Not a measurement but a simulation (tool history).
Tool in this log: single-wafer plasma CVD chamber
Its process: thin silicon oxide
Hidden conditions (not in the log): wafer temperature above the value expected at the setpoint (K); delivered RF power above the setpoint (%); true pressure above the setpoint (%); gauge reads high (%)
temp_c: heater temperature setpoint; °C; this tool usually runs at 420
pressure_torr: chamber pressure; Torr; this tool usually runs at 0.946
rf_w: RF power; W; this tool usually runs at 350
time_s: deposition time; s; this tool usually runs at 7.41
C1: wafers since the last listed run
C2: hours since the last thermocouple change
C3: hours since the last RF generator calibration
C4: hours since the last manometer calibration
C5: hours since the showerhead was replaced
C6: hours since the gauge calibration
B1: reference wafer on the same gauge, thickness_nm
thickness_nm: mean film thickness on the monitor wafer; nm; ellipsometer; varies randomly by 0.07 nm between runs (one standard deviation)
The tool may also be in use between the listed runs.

run 1 hour=0.0 | temp_c=420 pressure_torr=0.946 rf_w=350 time_s=7.41 | C1=0 C2=415.3 C3=1290.8 C4=2276.9 C5=1793.2 C6=192.3 | B1=13.895 | thickness_nm=16.473
run 2 hour=112.2 | temp_c=420 pressure_torr=0.946 rf_w=350 time_s=7.41 | C1=4872 C2=527.5 C3=1403.0 C4=2389.1 C5=1905.4 C6=304.5 | B1=13.918 | thickness_nm=16.577
run 3 hour=147.0 | temp_c=429 pressure_torr=0.946 rf_w=350 time_s=7.41 | C1=1511 C2=562.3 C3=1437.8 C4=2423.9 C5=1940.2 C6=339.3 | B1=13.885 | thickness_nm=16.487
run 4 hour=204.0 | temp_c=429 pressure_torr=0.946 rf_w=350 time_s=7.41 | C1=2475 C2=619.3 C3=1494.8 C4=2480.9 C5=1997.2 C6=396.3 | B1=13.908 | thickness_nm=16.489
-- hour=229.4 capacitance manometer re-zeroed and calibrated
run 5 hour=255.4 | temp_c=429 pressure_torr=0.946 rf_w=350 time_s=7.41 | C1=1884 C2=670.7 C3=1546.2 C4=26.0 C5=2048.6 C6=447.7 | B1=13.870 | thickness_nm=15.936
run 6 hour=304.0 | temp_c=420 pressure_torr=0.946 rf_w=350 time_s=6.83 | C1=2110 C2=719.3 C3=1594.8 C4=74.6 C5=2097.2 C6=496.3 | B1=13.932 | thickness_nm=14.746
run 7 hour=334.9 | temp_c=424 pressure_torr=0.946 rf_w=350 time_s=7.41 | C1=1341 C2=750.2 C3=1625.7 C4=105.5 C5=2128.1 C6=527.2 | B1=13.891 | thickness_nm=16.027
run 8 hour=390.1 | temp_c=420 pressure_torr=0.946 rf_w=350 time_s=8.45 | C1=2397 C2=805.4 C3=1680.9 C4=160.7 C5=2183.3 C6=582.4 | B1=13.884 | thickness_nm=18.231
run 9 hour=416.7 | temp_c=431 pressure_torr=1.140 rf_w=305 time_s=6.97 | C1=1155 C2=832.0 C3=1707.5 C4=187.3 C5=2209.9 C6=609.0 | B1=13.904 | thickness_nm=15.438
-- hour=430.4 thermocouple changed; heater temperature recalibrated
run 10 hour=479.9 | temp_c=420 pressure_torr=0.946 rf_w=350 time_s=7.41 | C1=2397 C2=49.5 C3=1770.7 C4=250.5 C5=2273.1 C6=672.2 | B1=13.894 | thickness_nm=15.955
run 11 hour=535.4 | temp_c=420 pressure_torr=0.946 rf_w=350 time_s=7.41 | C1=2410 C2=105.0 C3=1826.2 C4=306.0 C5=2328.6 C6=727.7 | B1=13.917 | thickness_nm=16.098
run 12 hour=570.2 | temp_c=420 pressure_torr=0.946 rf_w=350 time_s=7.41 | C1=1511 C2=139.8 C3=1861.0 C4=340.8 C5=2363.4 C6=762.5 | B1=13.923 | thickness_nm=16.100
run 13 hour=618.3 | temp_c=420 pressure_torr=0.946 rf_w=350 time_s=6.20 | C1=2088 C2=187.9 C3=1909.1 C4=388.9 C5=2411.5 C6=810.6 | B1=13.917 | thickness_nm=13.494
run 14 hour=650.8 | temp_c=420 pressure_torr=1.010 rf_w=280 time_s=7.41 | C1=1411 C2=220.4 C3=1941.6 C4=421.4 C5=2444.0 C6=843.1 | B1=13.920 | thickness_nm=15.050
run 15 hour=685.1 | temp_c=420 pressure_torr=1.087 rf_w=295 time_s=7.41 | C1=1489 C2=254.7 C3=1975.9 C4=455.7 C5=2478.3 C6=877.4 | B1=13.866 | thickness_nm=15.902
run 16 hour=725.7 | temp_c=413 pressure_torr=0.946 rf_w=350 time_s=6.55 | C1=1763 C2=295.3 C3=2016.5 C4=496.3 C5=2518.9 C6=918.0 | B1=13.919 | thickness_nm=14.184
run 17 hour=761.8 | temp_c=420 pressure_torr=0.785 rf_w=350 time_s=8.20 | C1=1567 C2=331.4 C3=2052.6 C4=532.4 C5=2555.0 C6=954.1 | B1=13.896 | thickness_nm=16.057
run 18 hour=799.0 | temp_c=420 pressure_torr=0.761 rf_w=350 time_s=7.41 | C1=1615 C2=368.6 C3=2089.8 C4=569.6 C5=2592.2 C6=991.3 | B1=13.906 | thickness_nm=14.264
run 19 hour=859.1 | temp_c=420 pressure_torr=0.946 rf_w=350 time_s=7.41 | C1=2609 C2=428.7 C3=2149.9 C4=629.7 C5=2652.3 C6=1051.4 | B1=13.894 | thickness_nm=16.183
-- hour=881.5 gauge calibrated
run 20 hour=894.9 | temp_c=420 pressure_torr=0.825 rf_w=350 time_s=8.82 | C1=1554 C2=464.5 C3=2185.7 C4=665.5 C5=2688.1 C6=13.4 | B1=13.903 | thickness_nm=17.872
-- hour=952.9 showerhead replaced
run 21 hour=965.3 | temp_c=420 pressure_torr=1.150 rf_w=325 time_s=7.41 | C1=2709 C2=534.9 C3=2256.1 C4=735.9 C5=12.4 C6=83.8 | B1=13.913 | thickness_nm=17.094
run 22 hour=994.6 | temp_c=420 pressure_torr=0.946 rf_w=350 time_s=7.41 | C1=1272 C2=564.2 C3=2285.4 C4=765.2 C5=41.7 C6=113.1 | B1=13.877 | thickness_nm=16.047
-- hour=1049.2 RF generator calibrated
run 23 hour=1055.3 | temp_c=420 pressure_torr=0.855 rf_w=325 time_s=7.41 | C1=2288 C2=624.9 C3=6.1 C4=825.9 C5=102.4 C6=173.8 | B1=13.906 | thickness_nm=14.770
run 24 hour=1102.8 | temp_c=420 pressure_torr=0.744 rf_w=350 time_s=7.02 | C1=2062 C2=672.4 C3=53.6 C4=873.4 C5=149.9 C6=221.3 | B1=13.892 | thickness_nm=13.461
run 25 hour=1160.2 | temp_c=420 pressure_torr=0.722 rf_w=380 time_s=7.41 | C1=2492 C2=729.8 C3=111.0 C4=930.8 C5=207.3 C6=278.7 | B1=13.887 | thickness_nm=14.295
run 26 hour=1207.7 | temp_c=420 pressure_torr=0.946 rf_w=350 time_s=7.41 | C1=2062 C2=777.3 C3=158.5 C4=978.3 C5=254.8 C6=326.2 | B1=13.909 | thickness_nm=16.201
run 27 hour=1270.4 | temp_c=420 pressure_torr=0.946 rf_w=370 time_s=7.41 | C1=2722 C2=840.0 C3=221.2 C4=1041.0 C5=317.5 C6=388.9 | B1=13.911 | thickness_nm=16.616
run 28 hour=1311.6 | temp_c=430 pressure_torr=0.843 rf_w=285 time_s=7.41 | C1=1789 C2=881.2 C3=262.4 C4=1082.2 C5=358.7 C6=430.1 | B1=13.917 | thickness_nm=13.732
-- hour=1467.1 thermocouple changed; heater temperature recalibrated
run 29 hour=1489.7 | temp_c=411 pressure_torr=0.946 rf_w=350 time_s=7.03 | C1=7386 C2=22.6 C3=440.5 C4=1260.3 C5=536.8 C6=608.2 | B1=13.897 | thickness_nm=15.453

Each row is a separate what-if for the run after 29, all from the same tool condition, not one after another. Results?
run A hour=1490.1 | temp_c=420 pressure_torr=0.946 rf_w=350 time_s=8.61 | C1=17 C2=23.0 C3=440.9 C4=1260.7 C5=537.2 C6=608.6 | B1=? | thickness_nm=?
run B hour=1490.1 | temp_c=426 pressure_torr=0.946 rf_w=285 time_s=8.79 | C1=17 C2=23.0 C3=440.9 C4=1260.7 C5=537.2 C6=608.6 | B1=? | thickness_nm=?
run C hour=1490.1 | temp_c=420 pressure_torr=1.138 rf_w=285 time_s=7.03 | C1=17 C2=23.0 C3=440.9 C4=1260.7 C5=537.2 C6=608.6 | B1=? | thickness_nm=?

run=A B1=13.907 thickness_nm=18.860
run=B B1=13.907 thickness_nm=17.574
run=C B1=13.907 thickness_nm=15.408
With the hidden condition removed and each run's random variation left untouched, the same runs would have given:
run=A thickness_nm=18.626
run=B thickness_nm=17.355
run=C thickness_nm=15.257
